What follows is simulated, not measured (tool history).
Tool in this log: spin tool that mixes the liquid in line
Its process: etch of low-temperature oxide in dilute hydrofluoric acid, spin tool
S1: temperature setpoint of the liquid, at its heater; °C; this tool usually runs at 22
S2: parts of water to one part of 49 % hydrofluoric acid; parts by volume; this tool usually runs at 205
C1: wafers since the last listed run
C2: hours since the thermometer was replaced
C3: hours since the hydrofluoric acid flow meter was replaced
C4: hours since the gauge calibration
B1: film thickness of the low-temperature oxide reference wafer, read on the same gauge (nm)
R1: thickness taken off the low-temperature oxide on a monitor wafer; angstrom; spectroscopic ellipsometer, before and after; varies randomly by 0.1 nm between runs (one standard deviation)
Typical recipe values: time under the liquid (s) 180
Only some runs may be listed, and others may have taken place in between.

Run 1, hour 0: usual settings; C1 0; C2 1570.8; C3 2240.1; C4 194.3; B1 69.98. Result: R1 107.7 angstrom.
Run 2, hour 7.4: usual settings; C1 56; C2 1578.2; C3 2247.5; C4 201.7; B1 69.99. Result: R1 106.7 angstrom.
Run 3, hour 17.5: usual settings; C1 77; C2 1588.3; C3 2257.6; C4 211.8; B1 70.03. Result: R1 108.6 angstrom.
Run 4, hour 34.4: usual settings; C1 129; C2 1605.2; C3 2274.5; C4 228.7; B1 69.99. Result: R1 108.9 angstrom.
Run 5, hour 50.7: usual settings; C1 124; C2 1621.5; C3 2290.8; C4 245; B1 69.96. Result: R1 110 angstrom.
Run 6, hour 59.5: usual settings; C1 67; C2 1630.3; C3 2299.6; C4 253.8; B1 70.02. Result: R1 108.9 angstrom.
Run 7, hour 71.1: usual settings; C1 88; C2 1641.9; C3 2311.2; C4 265.4; B1 70. Result: R1 109 angstrom.
Run 8, hour 86.6: usual settings; C1 118; C2 1657.4; C3 2326.7; C4 280.9; B1 70.04. Result: R1 109.4 angstrom.
Run 9, hour 99: usual settings but time under the liquid (s) 240; C1 95; C2 1669.8; C3 2339.1; C4 293.3; B1 70.01. Result: R1 143.4 angstrom.
Run 10, hour 107.4: usual settings but time under the liquid (s) 240; C1 64; C2 1678.2; C3 2347.5; C4 301.7; B1 70.03. Result: R1 146.4 angstrom.
Run 11, hour 113.4: usual settings but S1 20 °C; C1 45; C2 1684.2; C3 2353.5; C4 307.7; B1 70. Result: R1 101.8 angstrom.
At hour 122.3: thermometer replaced.
Run 12, hour 129: usual settings but S1 20 °C; C1 111; C2 6.7; C3 2369.1; C4 323.3; B1 69.98. Result: R1 101.7 angstrom.
Run 13, hour 136.2: usual settings; C1 55; C2 13.9; C3 2376.3; C4 330.5; B1 69.94. Result: R1 108.8 angstrom.
At hour 138.4: hydrofluoric acid flow meter replaced.
Run 14, hour 150.5: usual settings but S2 120 parts by volume; C1 101; C2 28.2; C3 12.1; C4 344.8; B1 69.98. Result: R1 203 angstrom.
Run 15, hour 167: usual settings but S1 17 °C, S2 110 parts by volume, time under the liquid (s) 145; C1 126; C2 44.7; C3 28.6; C4 361.3; B1 70. Result: R1 149.5 angstrom.
Run 16, hour 179.7: usual settings; C1 97; C2 57.4; C3 41.3; C4 374; B1 70. Result: R1 109.4 angstrom.
At hour 182.6: gauge calibrated.
Run 17, hour 189.2: usual settings but S1 20 °C, time under the liquid (s) 75; C1 72; C2 66.9; C3 50.8; C4 6.6; B1 69.99. Result: R1 41.5 angstrom.
Run 18, hour 202.9: usual settings but time under the liquid (s) 240; C1 104; C2 80.6; C3 64.5; C4 20.3; B1 70.04. Result: R1 144.1 angstrom.
Run 19, hour 216.8: usual settings but S2 265 parts by volume; C1 106; C2 94.5; C3 78.4; C4 34.2; B1 70. Result: R1 78.7 angstrom.
Run 20, hour 227.3: usual settings but S2 165 parts by volume, time under the liquid (s) 235; C1 80; C2 105; C3 88.9; C4 44.7; B1 70.01. Result: R1 187.8 angstrom.
Run 21, hour 243.7: usual settings but S1 18.5 °C, S2 230 parts by volume; C1 125; C2 121.4; C3 105.3; C4 61.1; B1 69.97. Result: R1 82.5 angstrom.
Run 22, hour 253.4: usual settings; C1 74; C2 131.1; C3 115; C4 70.8; B1 70.02. Result: R1 108.3 angstrom.
Run 23, hour 268.6: usual settings but S2 125 parts by volume; C1 116; C2 146.3; C3 130.2; C4 86; B1 70.05. Result: R1 193.4 angstrom.
Run 24, hour 279.9: usual settings but S1 17 °C; C1 86; C2 157.6; C3 141.5; C4 97.3; B1 70. Result: R1 88.6 angstrom.

Branching from run 24: 5 alternative next runs. What would each branch give?
Run A, hour 280.4: usual settings; C1 3; C2 158.1; C3 142; C4 97.8; B1 ?. Result: R1 ?.
Run B, hour 280.4: usual settings but time under the liquid (s) 85; C1 3; C2 158.1; C3 142; C4 97.8; B1 ?. Result: R1 ?.
Run C, hour 280.4: usual settings but S1 18 °C, S2 250 parts by volume, time under the liquid (s) 115; C1 3; C2 158.1; C3 142; C4 97.8; B1 ?. Result: R1 ?.
Run D, hour 280.4: usual settings but S1 19.5 °C, S2 275 parts by volume, time under the liquid (s) 250; C1 3; C2 158.1; C3 142; C4 97.8; B1 ?. Result: R1 ?.
Run E, hour 280.4: usual settings but S1 17 °C, S2 160 parts by volume, time under the liquid (s) 265; C1 3; C2 158.1; C3 142; C4 97.8; B1 ?. Result: R1 ?.

run     B1     R1
  A  70.03  108.5
  B  70.03   51.3
  C  70.03   46.8
  D  70.03   95.7
  E  70.03  175.9
Stripped of hidden state, with their random variation kept, the same runs would have yielded:
run     R1
  A  108.5
  B   51.3
  C   46.8
  D   95.7
  E  175.9
